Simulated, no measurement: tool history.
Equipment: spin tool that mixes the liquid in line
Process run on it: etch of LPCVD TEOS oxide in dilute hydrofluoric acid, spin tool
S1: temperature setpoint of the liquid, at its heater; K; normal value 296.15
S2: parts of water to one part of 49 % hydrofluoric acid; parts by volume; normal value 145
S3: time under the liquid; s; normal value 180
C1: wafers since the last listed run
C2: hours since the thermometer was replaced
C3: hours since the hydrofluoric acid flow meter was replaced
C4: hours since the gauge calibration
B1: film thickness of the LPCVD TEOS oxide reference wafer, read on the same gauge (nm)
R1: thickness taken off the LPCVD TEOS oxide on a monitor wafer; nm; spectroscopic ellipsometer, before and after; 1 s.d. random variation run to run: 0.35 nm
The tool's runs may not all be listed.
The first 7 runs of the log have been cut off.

run 8 day=12.071 | S1=296.15 S2=145 S3=180 | C1=188 C2=943.1 C3=607.9 C4=693.0 | B1=70.08 | R1=42.78
run 9 day=20.833 | S1=295.15 S2=145 S3=180 | C1=1255 C2=1153.4 C3=818.2 C4=903.3 | B1=69.75 | R1=40.94
run 10 day=22.525 | S1=295.15 S2=145 S3=180 | C1=242 C2=1194.0 C3=858.8 C4=943.9 | B1=69.67 | R1=41.75
-- day=23.554 hydrofluoric acid flow meter replaced
run 11 day=24.871 | S1=299.15 S2=190 S3=180 | C1=330 C2=1250.3 C3=31.6 C4=1000.2 | B1=69.58 | R1=34.78
run 12 day=27.304 | S1=296.15 S2=145 S3=105 | C1=348 C2=1308.7 C3=90.0 C4=1058.6 | B1=69.46 | R1=24.49
run 13 day=29.096 | S1=296.15 S2=115 S3=180 | C1=256 C2=1351.7 C3=133.0 C4=1101.6 | B1=69.35 | R1=55.77
run 14 day=31.321 | S1=296.15 S2=115 S3=180 | C1=318 C2=1405.1 C3=186.4 C4=1155.0 | B1=69.23 | R1=55.23
run 15 day=33.629 | S1=292.15 S2=145 S3=210 | C1=330 C2=1460.5 C3=241.8 C4=1210.4 | B1=69.13 | R1=42.36
run 16 day=35.829 | S1=293.65 S2=170 S3=125 | C1=315 C2=1513.3 C3=294.6 C4=1263.2 | B1=68.97 | R1=22.36
run 17 day=38.675 | S1=292.65 S2=185 S3=180 | C1=407 C2=1581.6 C3=362.9 C4=1331.5 | B1=68.79 | R1=28.07
run 18 day=40.388 | S1=296.15 S2=115 S3=180 | C1=245 C2=1622.7 C3=404.0 C4=1372.6 | B1=68.64 | R1=54.51
run 19 day=48.312 | S1=296.15 S2=145 S3=115 | C1=1135 C2=1812.9 C3=594.2 C4=1562.8 | B1=68.08 | R1=26.73
run 20 day=50.750 | S1=298.65 S2=145 S3=180 | C1=349 C2=1871.4 C3=652.7 C4=1621.3 | B1=67.97 | R1=46.25
run 21 day=52.604 | S1=296.15 S2=145 S3=180 | C1=265 C2=1915.9 C3=697.2 C4=1665.8 | B1=67.77 | R1=41.94
-- day=53.158 gauge calibrated
-- day=53.296 thermometer replaced
run 22 day=54.946 | S1=300.15 S2=90 S3=130 | C1=329 C2=39.6 C3=753.4 C4=42.9 | B1=71.07 | R1=62.16
-- day=55.458 hydrofluoric acid flow meter replaced
run 23 day=56.954 | S1=293.65 S2=165 S3=150 | C1=281 C2=87.8 C3=35.9 C4=91.1 | B1=71.09 | R1=28.12
run 24 day=58.454 | S1=296.15 S2=145 S3=180 | C1=214 C2=123.8 C3=71.9 C4=127.1 | B1=71.07 | R1=43.76
run 25 day=60.862 | S1=300.65 S2=145 S3=95 | C1=345 C2=181.6 C3=129.7 C4=184.9 | B1=71.12 | R1=26.99
run 26 day=62.679 | S1=296.15 S2=145 S3=125 | C1=260 C2=225.2 C3=173.3 C4=228.5 | B1=71.02 | R1=30.44
run 27 day=65.483 | S1=291.65 S2=145 S3=180 | C1=401 C2=292.5 C3=240.6 C4=295.8 | B1=70.93 | R1=36.43
run 28 day=67.296 | S1=298.65 S2=95 S3=145 | C1=259 C2=336.0 C3=284.1 C4=339.3 | B1=70.95 | R1=62.40
run 29 day=69.717 | S1=297.65 S2=180 S3=125 | C1=346 C2=394.1 C3=342.2 C4=397.4 | B1=70.91 | R1=24.90
run 30 day=72.179 | S1=296.15 S2=175 S3=180 | C1=352 C2=453.2 C3=401.3 C4=456.5 | B1=70.86 | R1=34.41
run 31 day=73.329 | S1=296.15 S2=145 S3=180 | C1=164 C2=480.8 C3=428.9 C4=484.1 | B1=70.84 | R1=43.33

Forecast each of these 5 alternatives for the next run:
run A day=73.350 | S1=296.15 S2=145 S3=180 | C1=2 C2=481.3 C3=429.4 C4=484.6 | B1=? | R1=?
run B day=73.350 | S1=296.15 S2=125 S3=90 | C1=2 C2=481.3 C3=429.4 C4=484.6 | B1=? | R1=?
run C day=73.350 | S1=294.15 S2=190 S3=180 | C1=2 C2=481.3 C3=429.4 C4=484.6 | B1=? | R1=?
run D day=73.350 | S1=291.15 S2=170 S3=70 | C1=2 C2=481.3 C3=429.4 C4=484.6 | B1=? | R1=?
run E day=73.350 | S1=301.15 S2=145 S3=180 | C1=2 C2=481.3 C3=429.4 C4=484.6 | B1=? | R1=?

run=A B1=70.85 R1=43.39
run=B B1=70.85 R1=25.74
run=C B1=70.85 R1=29.21
run=D B1=70.85 R1=11.51
run=E B1=70.85 R1=52.41
What these runs would have given with no unlogged condition in the tool:
run=A R1=42.87
run=B R1=25.44
run=C R1=28.87
run=D R1=11.38
run=E R1=51.79
